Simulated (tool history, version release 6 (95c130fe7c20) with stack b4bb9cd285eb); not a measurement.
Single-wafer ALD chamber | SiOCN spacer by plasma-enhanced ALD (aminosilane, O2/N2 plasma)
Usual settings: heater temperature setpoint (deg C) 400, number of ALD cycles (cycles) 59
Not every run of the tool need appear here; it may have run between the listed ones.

| run | hour | heater temperature setpoint (deg C) | number of ALD cycles (cycles) | wafers since the last listed run | hours since the last thermocouple change | hours since the gauge calibration | read-back reference wafer on the same gauge, thickness_nm | mean film thickness on the monitor wafer (Å) |
|---|---|---|---|---|---|---|---|---|
| 1 | 0.0 | 400 | 59 | 0 | 1962.4 | 817.6 | 3.469 | 34.50 |
| 2 | 74.4 | 400 | 59 | 207 | 2036.8 | 892.0 | 3.471 | 34.52 |
| 3 | 144.9 | 400 | 59 | 196 | 2107.3 | 962.5 | 3.466 | 34.45 |
| 4 | 188.3 | 403 | 59 | 121 | 2150.7 | 1005.9 | 3.469 | 34.06 |
| 5 | 248.3 | 403 | 59 | 167 | 2210.7 | 1065.9 | 3.470 | 34.24 |
| 6 | 280.8 | 403 | 59 | 90 | 2243.2 | 1098.4 | 3.467 | 34.15 |
| 7 | 305.2 | 393 | 59 | 68 | 2267.6 | 1122.8 | 3.462 | 34.65 |
| 8 | 343.9 | 393 | 59 | 108 | 2306.3 | 1161.5 | 3.466 | 34.59 |
| 9 | 414.8 | 400 | 59 | 197 | 2377.2 | 1232.4 | 3.463 | 34.48 |
| 10 | 460.1 | 400 | 59 | 126 | 2422.5 | 1277.7 | 3.466 | 34.48 |
| 11 | 526.0 | 400 | 59 | 184 | 2488.4 | 1343.6 | 3.466 | 34.35 |
| 12 | 590.8 | 400 | 59 | 180 | 2553.2 | 1408.4 | 3.462 | 34.43 |
| 13 | 658.8 | 405 | 70 | 189 | 2621.2 | 1476.4 | 3.464 | 40.24 |
| 14 | 726.7 | 400 | 59 | 189 | 2689.1 | 1544.3 | 3.461 | 34.36 |

Expected results for the next run?
|  | 816.4 | gauge calibrated |
| 15 | 846.9 | 400 | 51 | 335 | 2809.3 | 30.5 | ? | ? |

read-back reference wafer on the same gauge, thickness_nm: 3.520
mean film thickness on the monitor wafer (Å): 30.25
Were there no unlogged condition in the tool, this run, its random variation unchanged, would have produced mean film thickness on the monitor wafer (Å) 30.27.
